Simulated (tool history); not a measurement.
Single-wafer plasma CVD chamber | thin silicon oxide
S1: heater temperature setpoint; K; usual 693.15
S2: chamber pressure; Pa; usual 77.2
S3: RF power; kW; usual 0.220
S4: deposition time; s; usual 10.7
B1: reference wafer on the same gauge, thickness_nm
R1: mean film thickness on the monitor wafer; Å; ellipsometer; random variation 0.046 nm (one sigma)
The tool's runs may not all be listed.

run,hour,S1,S2,S3,S4,B1,R1
1,0.0,693.15,88.7,0.220,10.7,11.106,151.74
2,61.3,693.15,77.2,0.220,10.7,11.082,133.03
3,137.2,693.15,77.2,0.220,10.7,11.106,132.12
4,206.2,693.15,85.3,0.200,10.7,11.122,140.17
# hour 211.5: gauge calibrated
5,265.1,693.15,85.3,0.200,10.7,11.101,139.56
6,302.5,693.15,85.3,0.200,10.7,11.099,139.75
7,371.7,693.15,77.2,0.220,10.7,11.097,131.30
# hour 441.1: showerhead replaced
8,484.8,682.15,88.9,0.220,10.7,11.112,152.76
# hour 526.7: RF generator calibrated
9,580.9,688.15,92.9,0.220,10.7,11.118,157.39
10,638.0,706.15,88.5,0.235,9.0,11.098,128.51
# hour 646.9: gauge calibrated
11,676.1,693.15,77.2,0.185,10.7,11.121,121.40
# hour 692.3: capacitance manometer re-zeroed and calibrated
# hour 715.5: thermocouple changed; heater temperature recalibrated
12,772.6,679.15,77.2,0.250,8.6,11.084,115.53
13,874.1,693.15,77.2,0.220,10.7,11.106,134.38
14,917.1,693.15,77.2,0.205,10.7,11.090,130.14

5 ways to go on from here, each from the tool as it stands after run 14. What would each give?
A,917.5,693.15,86.3,0.220,10.7,?,?
B,917.5,698.15,94.1,0.220,10.7,?,?
C,917.5,693.15,93.1,0.175,10.7,?,?
D,917.5,702.15,92.0,0.180,12.3,?,?
E,917.5,685.15,89.1,0.220,10.7,?,?

run,B1,R1
A,11.091,149.20
B,11.091,162.02
C,11.091,145.31
D,11.091,166.10
E,11.091,154.93
Without the tool's hidden state the same runs would have given:
run,R1
A,149.30
B,162.12
C,145.40
D,166.21
E,155.03

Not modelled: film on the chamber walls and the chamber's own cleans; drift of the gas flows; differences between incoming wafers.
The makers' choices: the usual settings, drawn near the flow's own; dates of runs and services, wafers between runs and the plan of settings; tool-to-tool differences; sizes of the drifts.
